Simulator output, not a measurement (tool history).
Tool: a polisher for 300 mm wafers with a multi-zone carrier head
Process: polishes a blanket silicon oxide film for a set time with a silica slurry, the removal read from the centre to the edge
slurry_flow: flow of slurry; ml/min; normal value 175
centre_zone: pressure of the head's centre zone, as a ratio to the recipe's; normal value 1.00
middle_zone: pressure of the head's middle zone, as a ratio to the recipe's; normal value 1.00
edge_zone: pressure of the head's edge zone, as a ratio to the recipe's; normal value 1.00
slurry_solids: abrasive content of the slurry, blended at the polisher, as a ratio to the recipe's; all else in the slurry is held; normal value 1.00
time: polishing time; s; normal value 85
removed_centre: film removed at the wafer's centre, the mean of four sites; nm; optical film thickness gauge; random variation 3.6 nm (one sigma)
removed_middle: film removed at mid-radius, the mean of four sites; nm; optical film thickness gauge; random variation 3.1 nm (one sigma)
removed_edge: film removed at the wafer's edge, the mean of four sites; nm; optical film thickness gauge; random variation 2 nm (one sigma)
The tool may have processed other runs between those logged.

| run | hour | slurry_flow | centre_zone | middle_zone | edge_zone | slurry_solids | time | wafers since the last listed run | wafers polished on this pad | hours since the slurry nozzle was cleaned | hours since the centre zone pressure was calibrated | hours since the edge zone pressure was calibrated | hours since the carrier head's membrane was replaced | incoming thickness of the incoming film, nm | removed_centre | removed_middle | removed_edge |
|---|---|---|---|---|---|---|---|---|---|---|---|---|---|---|---|---|---|
| 1 | 0.0 | 155 | 1.00 | 1.00 | 1.00 | 1.00 | 74 | 0 | 698 | 289.5 | 143.3 | 46.8 | 1112.9 | 1704.7 | 256.6 | 242.8 | 249.3 |
| 2 | 45.3 | 155 | 1.00 | 1.00 | 1.00 | 1.00 | 74 | 453 | 1151 | 334.8 | 188.6 | 92.1 | 1158.2 | 1669.5 | 251.2 | 244.4 | 250.5 |
|  | 80.4 | worn pad replaced by a new one |
| 3 | 109.8 | 155 | 1.00 | 1.00 | 1.00 | 1.00 | 74 | 605 | 294 | 399.3 | 253.1 | 156.6 | 1222.7 | 1703.8 | 248.8 | 244.6 | 250.9 |
| 4 | 193.8 | 175 | 1.00 | 1.00 | 1.00 | 1.00 | 85 | 840 | 1134 | 483.3 | 337.1 | 240.6 | 1306.7 | 1713.7 | 294.7 | 288.0 | 292.4 |
|  | 209.5 | worn pad replaced by a new one |
|  | 213.4 | carrier head's membrane replaced by a new one |
|  | 226.2 | centre zone pressure recalibrated |
| 5 | 254.5 | 175 | 1.00 | 1.00 | 1.00 | 1.00 | 85 | 507 | 390 | 544.0 | 28.3 | 301.3 | 41.1 | 1729.2 | 296.4 | 280.8 | 289.0 |
| 6 | 293.2 | 175 | 1.00 | 1.00 | 1.00 | 1.00 | 85 | 387 | 778 | 582.7 | 67.0 | 340.0 | 79.8 | 1702.2 | 298.9 | 293.7 | 291.0 |
|  | 328.6 | worn pad replaced by a new one |
|  | 348.7 | slurry nozzle cleaned |
| 7 | 356.5 | 175 | 1.00 | 1.00 | 1.00 | 1.00 | 85 | 583 | 269 | 7.8 | 130.3 | 403.3 | 143.1 | 1703.3 | 293.6 | 289.1 | 290.6 |
| 8 | 386.9 | 175 | 1.00 | 1.00 | 1.00 | 1.00 | 85 | 304 | 573 | 38.2 | 160.7 | 433.7 | 173.5 | 1680.0 | 298.2 | 285.4 | 292.2 |
| 9 | 428.0 | 175 | 0.96 | 1.00 | 1.12 | 1.10 | 85 | 411 | 984 | 79.3 | 201.8 | 474.8 | 214.6 | 1720.4 | 304.5 | 308.8 | 326.7 |
| 10 | 471.8 | 175 | 1.00 | 0.92 | 0.91 | 1.00 | 96 | 438 | 1422 | 123.1 | 245.6 | 518.6 | 258.4 | 1675.1 | 333.7 | 315.2 | 317.0 |
|  | 487.1 | worn pad replaced by a new one |
|  | 531.1 | edge zone pressure recalibrated |
| 11 | 534.7 | 175 | 1.08 | 1.00 | 1.00 | 1.00 | 56 | 569 | 455 | 186.0 | 308.5 | 3.6 | 321.3 | 1713.1 | 212.8 | 187.5 | 190.3 |
| 12 | 585.4 | 175 | 1.00 | 1.00 | 1.00 | 1.00 | 85 | 507 | 963 | 236.7 | 359.2 | 54.3 | 372.0 | 1712.3 | 290.7 | 285.5 | 288.5 |
|  | 588.8 | centre zone pressure recalibrated |
|  | 642.7 | worn pad replaced by a new one |
| 13 | 644.1 | 160 | 1.00 | 1.00 | 1.00 | 1.00 | 85 | 527 | 14 | 295.4 | 55.3 | 113.0 | 430.7 | 1704.8 | 283.3 | 284.1 | 285.4 |
| 14 | 697.6 | 220 | 1.00 | 1.00 | 1.08 | 0.75 | 65 | 535 | 549 | 348.9 | 108.8 | 166.5 | 484.2 | 1719.3 | 178.1 | 170.3 | 177.7 |

Across each entry between runs, compare the hidden state at the last listed run before it with the hidden state at the first listed run after it:
From run 2 to run 3: worn pad replaced by a new one (hour 80.4)
  nothing in the hidden state changes from one run to the other
From run 4 to run 5: worn pad replaced by a new one (hour 209.5); carrier head's membrane replaced by a new one (hour 213.4); centre zone pressure recalibrated (hour 226.2)
  nothing in the hidden state changes from one run to the other
From run 6 to run 7: worn pad replaced by a new one (hour 328.6); slurry nozzle cleaned (hour 348.7)
  nothing in the hidden state changes from one run to the other
From run 10 to run 11: worn pad replaced by a new one (hour 487.1); edge zone pressure recalibrated (hour 531.1)
  nothing in the hidden state changes from one run to the other
From run 12 to run 13: centre zone pressure recalibrated (hour 588.8); worn pad replaced by a new one (hour 642.7)
  nothing in the hidden state changes from one run to the other

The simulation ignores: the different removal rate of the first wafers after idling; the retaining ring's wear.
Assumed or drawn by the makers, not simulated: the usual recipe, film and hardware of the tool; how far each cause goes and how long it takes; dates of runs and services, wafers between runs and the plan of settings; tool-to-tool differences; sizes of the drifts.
